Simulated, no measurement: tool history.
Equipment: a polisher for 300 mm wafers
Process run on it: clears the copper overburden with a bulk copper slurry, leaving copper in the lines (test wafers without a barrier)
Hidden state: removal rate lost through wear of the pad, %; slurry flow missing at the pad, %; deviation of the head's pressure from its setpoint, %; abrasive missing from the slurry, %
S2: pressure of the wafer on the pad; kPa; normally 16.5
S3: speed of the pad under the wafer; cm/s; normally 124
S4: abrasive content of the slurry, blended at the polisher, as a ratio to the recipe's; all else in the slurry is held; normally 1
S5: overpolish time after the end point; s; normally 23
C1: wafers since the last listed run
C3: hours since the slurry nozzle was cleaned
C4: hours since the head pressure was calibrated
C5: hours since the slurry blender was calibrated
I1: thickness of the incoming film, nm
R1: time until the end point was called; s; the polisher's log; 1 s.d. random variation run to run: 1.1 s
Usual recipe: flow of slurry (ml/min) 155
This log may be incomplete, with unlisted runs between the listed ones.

Run 1, day 0: usual settings; C1 0; wafers polished on this pad 881; C3 767.6; C4 176; C5 401.7; I1 1056.1. Result: R1 114 s.
Run 2, day 1.121: usual settings; C1 169; wafers polished on this pad 1050; C3 794.5; C4 202.9; C5 428.6; I1 1049.4. Result: R1 113.6 s.
At day 1.271: slurry blender recalibrated.
Run 3, day 2.55: usual settings; C1 203; wafers polished on this pad 1254; C3 828.8; C4 237.2; C5 30.7; I1 1068.7. Result: R1 118.9 s.
Run 4, day 3.754: usual settings; C1 182; wafers polished on this pad 1436; C3 857.7; C4 266.1; C5 59.6; I1 1051.4. Result: R1 115.9 s.
At day 4.042: worn pad replaced by a new one.
Run 5, day 4.825: usual settings; C1 136; wafers polished on this pad 118; C3 883.4; C4 291.8; C5 85.3; I1 1056.7. Result: R1 106.4 s.
Run 6, day 5.646: usual settings; C1 124; wafers polished on this pad 242; C3 903.1; C4 311.5; C5 105; I1 1063.5. Result: R1 108.5 s.
Run 7, day 6.25: usual settings but S3 106 cm/s; C1 91; wafers polished on this pad 334; C3 917.6; C4 326; C5 119.5; I1 1060.6. Result: R1 125 s.
Run 8, day 6.954: usual settings but S2 15.2 kPa, S3 102 cm/s, S4 1.2, S5 16 s; C1 106; wafers polished on this pad 440; C3 934.5; C4 342.9; C5 136.4; I1 1052. Result: R1 137.8 s.
Run 9, day 8.025: usual settings but S2 21.4 kPa; C1 162; wafers polished on this pad 602; C3 960.2; C4 368.6; C5 162.1; I1 1071.7. Result: R1 87.5 s.
Run 10, day 8.704: usual settings but S3 144 cm/s, S4 0.75; C1 102; wafers polished on this pad 705; C3 976.5; C4 384.9; C5 178.4; I1 1059.4. Result: R1 101.5 s.
At day 8.979: slurry nozzle cleaned.
At day 9.15: head pressure recalibrated.
Run 11, day 9.933: usual settings but flow of slurry (ml/min) 185, S2 20.7 kPa, S3 100 cm/s; C1 167; wafers polished on this pad 872; C3 22.9; C4 18.8; C5 207.9; I1 1053.7. Result: R1 107.7 s.
Run 12, day 10.65: usual settings but flow of slurry (ml/min) 115; C1 108; wafers polished on this pad 980; C3 40.1; C4 36; C5 225.1; I1 1050.1. Result: R1 118.8 s.
Run 13, day 12.146: usual settings but S4 0.85; C1 226; wafers polished on this pad 1207; C3 76; C4 71.9; C5 261; I1 1081.6. Result: R1 120.8 s.
Run 14, day 13.438: usual settings; C1 195; wafers polished on this pad 1402; C3 107; C4 102.9; C5 292; I1 1038. Result: R1 112.5 s.
At day 13.617: worn pad replaced by a new one.
At day 15.942: slurry blender recalibrated.
Run 15, day 16.008: usual settings; C1 351; wafers polished on this pad 349; C3 168.7; C4 164.6; C5 1.6; I1 1048. Result: R1 106.6 s.
Run 16, day 17.212: usual settings but S2 20 kPa, S5 28 s; C1 182; wafers polished on this pad 531; C3 197.6; C4 193.5; C5 30.5; I1 1054.4. Result: R1 94.6 s.
Run 17, day 17.871: usual settings but S4 0.8; C1 99; wafers polished on this pad 631; C3 213.4; C4 209.3; C5 46.3; I1 1053.4. Result: R1 114.7 s.
Run 18, day 19.083: usual settings but S2 21.4 kPa; C1 183; wafers polished on this pad 814; C3 242.5; C4 238.4; C5 75.4; I1 1061.4. Result: R1 88.9 s.
Run 19, day 20.033: usual settings but S2 20.7 kPa, S4 1.3; C1 143; wafers polished on this pad 958; C3 265.3; C4 261.2; C5 98.2; I1 1063.9. Result: R1 87.6 s.
Run 20, day 21.5: usual settings but S4 1.2, S5 11 s; C1 221; wafers polished on this pad 1180; C3 300.5; C4 296.4; C5 133.4; I1 1053.1. Result: R1 108.8 s.
Run 21, day 22.262: usual settings; C1 115; wafers polished on this pad 1295; C3 318.8; C4 314.7; C5 151.7; I1 1048.7. Result: R1 115.9 s.
Run 22, day 23.638: usual settings but S3 80 cm/s, S4 0.85, S5 15 s; C1 208; wafers polished on this pad 1503; C3 351.8; C4 347.7; C5 184.7; I1 1050.4. Result: R1 186 s.
At day 24.446: worn pad replaced by a new one.
Run 23, day 25.154: usual settings but S5 11 s; C1 204; wafers polished on this pad 107; C3 388.2; C4 384.1; C5 221.1; I1 1051.5. Result: R1 102.8 s.
Run 24, day 25.888: usual settings but flow of slurry (ml/min) 120, S5 14 s; C1 110; wafers polished on this pad 217; C3 405.8; C4 401.7; C5 238.7; I1 1048.7. Result: R1 108.1 s.
At day 26.388: head pressure recalibrated.
Run 25, day 26.742: usual settings but S2 11.7 kPa, S5 27 s; C1 116; wafers polished on this pad 334; C3 426.3; C4 8.5; C5 259.2; I1 1075.5. Result: R1 150.8 s.
Run 26, day 27.725: usual settings but S4 1.1, S5 19 s; C1 148; wafers polished on this pad 483; C3 449.9; C4 32.1; C5 282.8; I1 1048.1. Result: R1 107 s.
Run 27, day 28.304: usual settings; C1 87; wafers polished on this pad 571; C3 463.8; C4 46; C5 296.7; I1 1046.4. Result: R1 108.5 s.
Run 28, day 29.775: usual settings but S5 29 s; C1 222; wafers polished on this pad 793; C3 499.1; C4 81.3; C5 332; I1 1064.8. Result: R1 110.3 s.
Run 29, day 30.479: usual settings but flow of slurry (ml/min) 140, S2 20 kPa, S3 82 cm/s, S5 30 s; C1 106; wafers polished on this pad 900; C3 516; C4 98.2; C5 348.9; I1 1061.2. Result: R1 142.7 s.

How would selected steps in R1 from run to run divide? Give the signed amount a tool lacking its hidden state would still show from settings, what came in and random variation, and the signed amount left for the hidden state, including any gauge scatter that is not in both of the compared results.
Run 4 -> 5: worn pad replaced by a new one. R1 -9.5 s: hidden state -10.4, all else +0.9.
Run 21 -> 22: S3 124 -> 80, S4 1 -> 0.85, S5 23 -> 15. R1 +70.1 s: hidden state +10.3, all else +59.8.
Run 22 -> 23: S3 80 -> 124, S4 0.85 -> 1, S5 15 -> 11, worn pad replaced by a new one. R1 -83.2 s: hidden state -23.3, all else -59.9.
